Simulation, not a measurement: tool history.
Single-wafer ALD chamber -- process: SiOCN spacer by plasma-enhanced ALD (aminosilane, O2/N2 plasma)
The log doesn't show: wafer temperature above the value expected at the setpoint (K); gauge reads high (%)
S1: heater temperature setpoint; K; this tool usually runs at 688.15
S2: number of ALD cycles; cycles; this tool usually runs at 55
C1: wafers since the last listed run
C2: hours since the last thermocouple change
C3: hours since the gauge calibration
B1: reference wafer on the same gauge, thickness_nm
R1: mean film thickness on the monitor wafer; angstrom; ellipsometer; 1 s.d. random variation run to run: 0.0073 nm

run 1 hour=0.0 | S1=697.15 S2=52 | C1=0 C2=1677.0 C3=336.3 | B1=2.378 | R1=26.91
run 2 hour=13.2 | S1=694.15 S2=55 | C1=49 C2=1690.2 C3=349.5 | B1=2.380 | R1=28.73
run 3 hour=21.1 | S1=694.15 S2=55 | C1=29 C2=1698.1 C3=357.4 | B1=2.377 | R1=28.65
run 4 hour=53.0 | S1=694.15 S2=55 | C1=120 C2=1730.0 C3=389.3 | B1=2.380 | R1=28.68
run 5 hour=66.1 | S1=688.15 S2=55 | C1=49 C2=1743.1 C3=402.4 | B1=2.380 | R1=29.30
run 6 hour=73.1 | S1=688.15 S2=55 | C1=26 C2=1750.1 C3=409.4 | B1=2.380 | R1=29.32
run 7 hour=91.1 | S1=688.15 S2=55 | C1=68 C2=1768.1 C3=427.4 | B1=2.383 | R1=29.33
run 8 hour=108.8 | S1=688.15 S2=55 | C1=66 C2=1785.8 C3=445.1 | B1=2.380 | R1=29.30
run 9 hour=120.2 | S1=688.15 S2=55 | C1=43 C2=1797.2 C3=456.5 | B1=2.382 | R1=29.33
run 10 hour=135.3 | S1=688.15 S2=55 | C1=57 C2=1812.3 C3=471.6 | B1=2.381 | R1=29.35
run 11 hour=142.7 | S1=688.15 S2=55 | C1=27 C2=1819.7 C3=479.0 | B1=2.379 | R1=29.30
run 12 hour=155.1 | S1=688.15 S2=55 | C1=46 C2=1832.1 C3=491.4 | B1=2.380 | R1=29.23
run 13 hour=164.9 | S1=693.15 S2=52 | C1=37 C2=1841.9 C3=501.2 | B1=2.381 | R1=27.24
run 14 hour=180.5 | S1=693.15 S2=52 | C1=58 C2=1857.5 C3=516.8 | B1=2.381 | R1=27.28
run 15 hour=197.2 | S1=688.15 S2=61 | C1=63 C2=1874.2 C3=533.5 | B1=2.384 | R1=32.49
run 16 hour=203.3 | S1=688.15 S2=61 | C1=23 C2=1880.3 C3=539.6 | B1=2.380 | R1=32.50
run 17 hour=218.9 | S1=688.15 S2=55 | C1=58 C2=1895.9 C3=555.2 | B1=2.379 | R1=29.37
run 18 hour=226.8 | S1=688.15 S2=55 | C1=29 C2=1903.8 C3=563.1 | B1=2.379 | R1=29.36
run 19 hour=239.1 | S1=688.15 S2=55 | C1=46 C2=1916.1 C3=575.4 | B1=2.381 | R1=29.17
run 20 hour=245.7 | S1=688.15 S2=62 | C1=24 C2=1922.7 C3=582.0 | B1=2.380 | R1=33.25
run 21 hour=256.5 | S1=688.15 S2=62 | C1=40 C2=1933.5 C3=592.8 | B1=2.379 | R1=33.02
run 22 hour=280.5 | S1=683.15 S2=55 | C1=90 C2=1957.5 C3=616.8 | B1=2.380 | R1=29.72
-- hour=301.0 thermocouple changed; heater temperature recalibrated
run 23 hour=301.5 | S1=688.15 S2=55 | C1=49 C2=0.5 C3=637.8 | B1=2.382 | R1=29.22
-- hour=307.2 gauge calibrated
run 24 hour=309.3 | S1=688.15 S2=55 | C1=29 C2=8.3 C3=2.1 | B1=2.378 | R1=29.41
run 25 hour=319.4 | S1=679.15 S2=48 | C1=38 C2=18.4 C3=12.2 | B1=2.377 | R1=26.34
run 26 hour=336.4 | S1=695.15 S2=65 | C1=64 C2=35.4 C3=29.2 | B1=2.380 | R1=33.99
run 27 hour=348.4 | S1=688.15 S2=55 | C1=45 C2=47.4 C3=41.2 | B1=2.381 | R1=29.40
run 28 hour=358.4 | S1=688.15 S2=55 | C1=37 C2=57.4 C3=51.2 | B1=2.379 | R1=29.35
run 29 hour=368.7 | S1=688.15 S2=64 | C1=38 C2=67.7 C3=61.5 | B1=2.379 | R1=34.21
run 30 hour=394.9 | S1=688.15 S2=55 | C1=99 C2=93.9 C3=87.7 | B1=2.379 | R1=29.19
run 31 hour=405.8 | S1=688.15 S2=55 | C1=41 C2=104.8 C3=98.6 | B1=2.378 | R1=29.23
run 32 hour=412.8 | S1=688.15 S2=55 | C1=26 C2=111.8 C3=105.6 | B1=2.381 | R1=29.29
run 33 hour=425.1 | S1=682.15 S2=55 | C1=46 C2=124.1 C3=117.9 | B1=2.381 | R1=29.82
run 34 hour=438.6 | S1=701.15 S2=44 | C1=51 C2=137.6 C3=131.4 | B1=2.381 | R1=22.44
run 35 hour=446.4 | S1=683.15 S2=63 | C1=29 C2=145.4 C3=139.2 | B1=2.381 | R1=34.14
run 36 hour=462.5 | S1=701.15 S2=62 | C1=60 C2=161.5 C3=155.3 | B1=2.382 | R1=31.54
run 37 hour=470.9 | S1=679.15 S2=44 | C1=31 C2=169.9 C3=163.7 | B1=2.381 | R1=24.23
run 38 hour=487.8 | S1=703.15 S2=46 | C1=63 C2=186.8 C3=180.6 | B1=2.379 | R1=23.34
run 39 hour=497.6 | S1=677.15 S2=59 | C1=37 C2=196.6 C3=190.4 | B1=2.379 | R1=32.56
run 40 hour=513.4 | S1=703.15 S2=60 | C1=59 C2=212.4 C3=206.2 | B1=2.379 | R1=30.35
run 41 hour=527.0 | S1=688.15 S2=55 | C1=51 C2=226.0 C3=219.8 | B1=2.379 | R1=29.31
run 42 hour=536.1 | S1=688.15 S2=55 | C1=34 C2=235.1 C3=228.9 | B1=2.382 | R1=29.36
run 43 hour=552.9 | S1=698.15 S2=45 | C1=63 C2=251.9 C3=245.7 | B1=2.381 | R1=23.12

Alternative continuations, all from the tool just after run 43; predict every row:
run A hour=553.4 | S1=688.15 S2=55 | C1=1 C2=252.4 C3=246.2 | B1=? | R1=?
run B hour=553.4 | S1=678.15 S2=59 | C1=1 C2=252.4 C3=246.2 | B1=? | R1=?
run C hour=553.4 | S1=673.15 S2=45 | C1=1 C2=252.4 C3=246.2 | B1=? | R1=?
run D hour=553.4 | S1=678.15 S2=58 | C1=1 C2=252.4 C3=246.2 | B1=? | R1=?
run E hour=553.4 | S1=681.15 S2=65 | C1=1 C2=252.4 C3=246.2 | B1=? | R1=?

run=A B1=2.381 R1=29.38
run=B B1=2.381 R1=32.55
run=C B1=2.381 R1=25.17
run=D B1=2.381 R1=32.00
run=E B1=2.381 R1=35.52
With no hidden state in the tool, these same runs would have given:
run=A R1=29.38
run=B R1=32.55
run=C R1=25.17
run=D R1=32.00
run=E R1=35.52
